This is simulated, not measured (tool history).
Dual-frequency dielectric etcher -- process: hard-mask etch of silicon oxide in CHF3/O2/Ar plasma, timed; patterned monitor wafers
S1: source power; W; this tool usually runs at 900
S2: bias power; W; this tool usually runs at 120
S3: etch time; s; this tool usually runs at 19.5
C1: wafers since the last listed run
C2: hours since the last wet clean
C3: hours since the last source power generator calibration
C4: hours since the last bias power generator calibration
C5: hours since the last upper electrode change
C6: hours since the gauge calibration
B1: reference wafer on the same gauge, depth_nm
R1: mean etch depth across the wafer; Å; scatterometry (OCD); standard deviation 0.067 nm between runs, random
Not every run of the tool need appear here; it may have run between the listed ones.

run	hour	S1	S2	S3	C1	C2	C3	C4	C5	C6	B1	R1
1	0.0	900	130	19.5	0	133.7	1796.5	3033.3	5183.1	497.1	33.72	366.9
2	18.1	900	130	19.5	208	151.8	1814.6	3051.4	5201.2	515.2	33.72	365.6
3	39.8	950	134	19.5	249	173.5	1836.3	3073.1	5222.9	536.9	33.69	375.2
4	69.4	900	128	19.5	340	203.1	1865.9	3102.7	5252.5	566.5	33.71	364.0
5	88.7	900	120	17.0	221	222.4	1885.2	3122.0	5271.8	585.8	33.69	310.7
# hour 179.6: source power generator calibrated
6	192.6	900	120	17.0	1148	326.3	13.0	3225.9	5375.7	689.7	33.71	318.0
7	212.6	900	120	17.0	229	346.3	33.0	3245.9	5395.7	709.7	33.70	317.2
8	237.8	900	120	19.5	289	371.5	58.2	3271.1	5420.9	734.9	33.71	364.4
9	249.9	900	120	19.5	139	383.6	70.3	3283.2	5433.0	747.0	33.70	364.2
10	266.0	1050	130	17.5	185	399.7	86.4	3299.3	5449.1	763.1	33.72	349.9
11	288.1	900	93	22.5	254	421.8	108.5	3321.4	5471.2	785.2	33.71	390.5
# hour 313.6: gauge calibrated
12	320.9	900	120	17.0	376	454.6	141.3	3354.2	5504.0	7.3	33.69	316.6
13	339.6	900	120	19.5	214	473.3	160.0	3372.9	5522.7	26.0	33.71	363.0
14	362.3	900	120	17.0	260	496.0	182.7	3395.6	5545.4	48.7	33.71	317.1
15	391.6	1000	141	22.5	336	525.3	212.0	3424.9	5574.7	78.0	33.68	452.7
16	421.2	900	120	19.5	340	554.9	241.6	3454.5	5604.3	107.6	33.72	361.9
# hour 431.7: bias power generator calibrated
# hour 455.9: wet clean of the chamber
17	456.4	830	136	15.0	82	0.5	276.8	24.7	5639.5	142.8	33.72	282.9
18	456.7	900	120	19.5	3	0.8	277.1	25.0	5639.8	143.1	33.69	364.0
# hour 492.7: upper electrode replaced
19	493.2	1050	129	15.5	143	37.3	313.6	61.5	0.5	179.6	33.71	311.7
20	506.6	900	131	19.5	154	50.7	327.0	74.9	13.9	193.0	33.70	374.1
21	538.2	970	110	14.0	363	82.3	358.6	106.5	45.5	224.6	33.70	261.9
22	554.2	900	120	19.5	183	98.3	374.6	122.5	61.5	240.6	33.69	364.3
23	580.1	730	120	25.5	297	124.2	400.5	148.4	87.4	266.5	33.70	445.0
24	601.7	900	100	17.0	248	145.8	422.1	170.0	109.0	288.1	33.69	301.4
25	629.8	900	138	25.0	322	173.9	450.2	198.1	137.1	316.2	33.69	484.5
26	642.7	760	139	21.5	148	186.8	463.1	211.0	150.0	329.1	33.71	397.2
27	673.8	1050	131	25.0	357	217.9	494.2	242.1	181.1	360.2	33.69	501.2
28	687.3	900	120	19.5	155	231.4	507.7	255.6	194.6	373.7	33.72	363.2
29	699.4	900	120	19.5	139	243.5	519.8	267.7	206.7	385.8	33.70	362.1

Run-by-run hidden state of the tool:
bias power that arrives over what is set, %: 0 in every run
gauge reads high (%): 0 in every run
H1: etch rate over this chamber's usual, %
H2: source power that arrives over what is set, %
run	H1	H2
1	-0.157	-6.22
2	-0.194	-6.33
3	-0.238	-6.46
4	-0.299	-6.64
5	-0.338	-6.76
6	-0.55	-0.402
7	-0.591	-0.403
8	-0.643	-0.407
9	-0.667	-0.41
10	-0.7	-0.414
11	-0.745	-0.421
12	-0.812	-0.435
13	-0.85	-0.444
14	-0.897	-0.457
15	-0.956	-0.476
16	-1.02	-0.498
17	-0.314	-0.529
18	-0.314	-0.529
19	-0.389	-0.565
20	-0.416	-0.579
21	-0.481	-0.615
22	-0.513	-0.635
23	-0.566	-0.668
24	-0.61	-0.697
25	-0.668	-0.738
26	-0.694	-0.758
27	-0.757	-0.807
28	-0.785	-0.83
29	-0.81	-0.85
